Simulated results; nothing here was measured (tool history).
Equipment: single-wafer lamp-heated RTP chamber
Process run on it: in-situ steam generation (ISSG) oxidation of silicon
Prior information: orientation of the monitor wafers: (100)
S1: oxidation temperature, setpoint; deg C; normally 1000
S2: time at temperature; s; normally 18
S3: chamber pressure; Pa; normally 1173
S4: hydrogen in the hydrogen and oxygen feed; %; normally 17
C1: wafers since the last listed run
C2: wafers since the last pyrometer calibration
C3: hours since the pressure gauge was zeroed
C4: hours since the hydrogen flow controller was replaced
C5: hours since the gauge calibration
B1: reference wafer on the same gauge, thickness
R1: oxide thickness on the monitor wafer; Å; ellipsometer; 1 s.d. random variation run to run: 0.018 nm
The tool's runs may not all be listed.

run   hour    S1  S2    S3  S4   C1    C2      C3      C4     C5     B1     R1
  1    0.0  1000  24  1173  17    0  2315  3918.5  5074.8  197.5  5.230  63.29
  2   24.3  1000  18  1173  17  291  2607  3942.8  5099.1  221.8  5.227  55.01
  3   56.9  1000  18  1173  17  390  2997  3975.4  5131.7  254.4  5.232  55.00
  4   89.6  1000  18  1267  17  391  3389  4008.1  5164.4  287.1  5.229  54.90
  5  169.0  1000  18  1267  17  951  4341  4087.5  5243.8  366.5  5.231  55.39
     221.2  -- pyrometer window cleaned and pyrometer calibrated
  6  251.8  1000  18  1267  17  896   366  4170.3  5326.6  449.3  5.229  54.75
  7  270.0  1000  18  1173  24  218   584  4188.5  5344.8  467.5  5.229  59.32
     270.2  -- gauge calibrated
  8  287.7  1000  18  1173  24  212   796  4206.2  5362.5   17.5  5.228  59.20
  9  304.7  1000  18  1173  24  203  1000  4223.2  5379.5   34.5  5.228  59.56
     328.9  -- hydrogen flow controller replaced
 10  337.4  1000  18  1173  17  296  1296  4255.9     8.5   67.2  5.230  54.55
     352.2  -- pressure gauge zeroed
 11  370.0   990  16  1173  17  294  1591    17.8    41.1   99.8  5.231  49.75
 12  396.9  1000  18  1173  17  322  1913    44.7    68.0  126.7  5.230  55.06
 13  427.9  1000  16  1173  26  371  2285    75.7    99.0  157.7  5.230  57.38
 14  444.0  1009  14  1173  22  192  2478    91.8   115.1  173.8  5.229  54.08
 15  457.1  1010  18  1067  11  156  2635   104.9   128.2  186.9  5.230  52.50
 16  491.2  1015  18  1173  20  408  3043   139.0   162.3  221.0  5.231  61.27
 17  521.8  1000  25  1173  21  366  3410   169.6   192.9  251.6  5.232  68.36
 18  556.4   990  16  1107  12  414  3825   204.2   227.5  286.2  5.233  46.82
 19  571.2  1000  18  1347  11  177  4002   219.0   242.3  301.0  5.226  50.32

Forecast each of these 5 alternatives for the next run:
  A  571.6  1000  20  1173  17   4  4007  219.4  242.7  301.4   ?   ?
  B  571.6  1012  21  1000  12   4  4007  219.4  242.7  301.4   ?   ?
  C  571.6   984  18  1173  11   4  4007  219.4  242.7  301.4   ?   ?
  D  571.6  1000  18  1173  22   4  4007  219.4  242.7  301.4   ?   ?
  E  571.6   990  14  1173  17   4  4007  219.4  242.7  301.4   ?   ?

run     B1     R1
  A  5.233  58.61
  B  5.233  58.72
  C  5.233  47.73
  D  5.233  59.12
  E  5.233  47.88
With the hidden condition removed and each run's random variation left untouched, the same runs would have given:
run     R1
  A  57.24
  B  57.23
  C  46.77
  D  57.78
  E  46.95
